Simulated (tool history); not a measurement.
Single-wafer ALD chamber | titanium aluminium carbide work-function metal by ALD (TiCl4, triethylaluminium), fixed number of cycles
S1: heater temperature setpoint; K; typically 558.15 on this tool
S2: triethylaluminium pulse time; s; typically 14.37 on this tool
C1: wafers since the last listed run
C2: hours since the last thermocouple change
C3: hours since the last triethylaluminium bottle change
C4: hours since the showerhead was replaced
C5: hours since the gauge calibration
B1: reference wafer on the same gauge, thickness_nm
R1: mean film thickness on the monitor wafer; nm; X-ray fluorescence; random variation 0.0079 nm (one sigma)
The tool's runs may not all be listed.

Run 1, day 0.000: usual settings; C1 0; C2 1140.2; C3 178.0; C4 4751.4; C5 270.5; B1 2.081. Result: R1 2.052 nm.
Run 2, day 1.046: usual settings; C1 254; C2 1165.3; C3 203.1; C4 4776.5; C5 295.6; B1 2.079. Result: R1 2.048 nm.
Run 3, day 3.754: usual settings; C1 660; C2 1230.3; C3 268.1; C4 4841.5; C5 360.6; B1 2.079. Result: R1 2.034 nm.
Run 4, day 7.508: usual settings; C1 915; C2 1320.4; C3 358.2; C4 4931.6; C5 450.7; B1 2.083. Result: R1 2.034 nm.
Run 5, day 9.988: usual settings; C1 604; C2 1379.9; C3 417.7; C4 4991.1; C5 510.2; B1 2.077. Result: R1 2.014 nm.
Run 6, day 11.238: usual settings; C1 304; C2 1409.9; C3 447.7; C4 5021.1; C5 540.2; B1 2.080. Result: R1 2.013 nm.
Run 7, day 12.317: usual settings; C1 263; C2 1435.8; C3 473.6; C4 5047.0; C5 566.1; B1 2.079. Result: R1 2.019 nm.
At day 13.829: thermocouple changed; heater temperature recalibrated.
Run 8, day 13.892: usual settings but S1 563.15 K; C1 302; C2 1.5; C3 511.4; C4 5084.8; C5 603.9; B1 2.078. Result: R1 2.046 nm.
Run 9, day 16.825: usual settings but S2 17.16 s; C1 715; C2 71.9; C3 581.8; C4 5155.2; C5 674.3; B1 2.081. Result: R1 2.047 nm.
Run 10, day 18.925: usual settings but S2 17.16 s; C1 511; C2 122.3; C3 632.2; C4 5205.6; C5 724.7; B1 2.080. Result: R1 2.040 nm.
At day 19.358: triethylaluminium bottle replaced.
Run 11, day 20.425: usual settings; C1 284; C2 158.3; C3 25.6; C4 5241.6; C5 760.7; B1 2.083. Result: R1 2.046 nm.
Run 12, day 21.679: usual settings; C1 305; C2 188.4; C3 55.7; C4 5271.7; C5 790.8; B1 2.081. Result: R1 2.080 nm.
Run 13, day 24.150: usual settings but S1 554.15 K; C1 602; C2 247.7; C3 115.0; C4 5331.0; C5 850.1; B1 2.082. Result: R1 2.030 nm.
Run 14, day 26.725: usual settings but S1 564.15 K; C1 627; C2 309.5; C3 176.8; C4 5392.8; C5 911.9; B1 2.081. Result: R1 2.095 nm.
Run 15, day 28.604: usual settings but S1 566.15 K; C1 458; C2 354.6; C3 221.9; C4 5437.9; C5 957.0; B1 2.077. Result: R1 2.118 nm.
Run 16, day 30.671: usual settings; C1 503; C2 404.2; C3 271.5; C4 5487.5; C5 1006.6; B1 2.080. Result: R1 2.056 nm.
Run 17, day 32.329: usual settings but S2 9.77 s; C1 404; C2 444.0; C3 311.3; C4 5527.3; C5 1046.4; B1 2.080. Result: R1 1.735 nm.
At day 35.579: showerhead replaced.
Run 18, day 36.329: usual settings but S1 547.15 K; C1 893; C2 540.0; C3 407.3; C4 18.0; C5 1142.4; B1 2.077. Result: R1 1.929 nm.
At day 37.667: gauge calibrated.
Run 19, day 39.321: usual settings; C1 729; C2 611.8; C3 479.1; C4 89.8; C5 39.7; B1 2.080. Result: R1 1.995 nm.
Run 20, day 40.988: usual settings but S2 12.04 s; C1 406; C2 651.8; C3 519.1; C4 129.8; C5 79.7; B1 2.081. Result: R1 1.884 nm.
Run 21, day 43.829: usual settings but S2 19.59 s; C1 692; C2 720.0; C3 587.3; C4 198.0; C5 147.9; B1 2.081. Result: R1 2.077 nm.
Run 22, day 45.933: usual settings but S1 570.15 K; C1 512; C2 770.5; C3 637.8; C4 248.5; C5 198.4; B1 2.079. Result: R1 2.075 nm.
Run 23, day 46.979: usual settings but S2 10.37 s; C1 254; C2 795.6; C3 662.9; C4 273.6; C5 223.5; B1 2.081. Result: R1 1.629 nm.
Run 24, day 49.704: usual settings; C1 664; C2 861.0; C3 728.3; C4 339.0; C5 288.9; B1 2.079. Result: R1 1.937 nm.
Run 25, day 50.721: usual settings but S1 545.15 K, S2 10.28 s; C1 247; C2 885.4; C3 752.7; C4 363.4; C5 313.3; B1 2.078. Result: R1 1.457 nm.
At day 51.925: triethylaluminium bottle replaced.
Run 26, day 52.846: usual settings but S1 567.15 K; C1 436; C2 936.4; C3 22.1; C4 414.4; C5 364.3; B1 2.079. Result: R1 2.148 nm.
Run 27, day 55.242: usual settings but S1 567.15 K, S2 17.53 s; C1 584; C2 993.9; C3 79.6; C4 471.9; C5 421.8; B1 2.081. Result: R1 2.164 nm.
Run 28, day 57.783: usual settings but S1 550.15 K, S2 19.49 s; C1 619; C2 1054.9; C3 140.6; C4 532.9; C5 482.8; B1 2.081. Result: R1 1.999 nm.
Run 29, day 58.908: usual settings but S2 12.04 s; C1 274; C2 1081.9; C3 167.6; C4 559.9; C5 509.8; B1 2.078. Result: R1 1.980 nm.
Run 30, day 60.967: usual settings; C1 501; C2 1131.3; C3 217.0; C4 609.3; C5 559.2; B1 2.078. Result: R1 2.043 nm.
Run 31, day 63.550: usual settings but S1 564.15 K, S2 16.41 s; C1 629; C2 1193.3; C3 279.0; C4 671.3; C5 621.2; B1 2.081. Result: R1 2.108 nm.
Run 32, day 66.100: usual settings but S1 569.15 K; C1 621; C2 1254.5; C3 340.2; C4 732.5; C5 682.4; B1 2.080. Result: R1 2.124 nm.
Run 33, day 67.888: usual settings; C1 435; C2 1297.4; C3 383.1; C4 775.4; C5 725.3; B1 2.078. Result: R1 2.029 nm.
At day 68.850: thermocouple changed; heater temperature recalibrated.
Run 34, day 73.879: usual settings; C1 1379; C2 120.7; C3 526.9; C4 919.2; C5 869.1; B1 2.079. Result: R1 2.000 nm.

What the log doesn't show, run by run:
wafer temperature above the value expected at the setpoint (K): 0 across all the runs
gauge reads high (%): 0 across all the runs
H1: triethylaluminium dose above that of a fresh bottle (%)
run     H1
  1  -8.21
  2  -9.12
  3  -11.5
  4  -14.7
  5  -16.9
  6  -17.9
  7  -18.9
  8  -20.2
  9  -22.8
 10  -24.6
 11  -1.82
 12  -2.91
 13  -5.05
 14  -7.28
 15   -8.9
 16  -10.7
 17  -12.1
 18  -15.6
 19  -18.2
 20  -19.6
 21  -22.1
 22  -23.9
 23  -24.8
 24  -27.2
 25    -28
 26  -2.53
 27  -4.61
 28  -6.81
 29  -7.78
 30  -9.56
 31  -11.8
 32    -14
 33  -15.6
 34  -20.7

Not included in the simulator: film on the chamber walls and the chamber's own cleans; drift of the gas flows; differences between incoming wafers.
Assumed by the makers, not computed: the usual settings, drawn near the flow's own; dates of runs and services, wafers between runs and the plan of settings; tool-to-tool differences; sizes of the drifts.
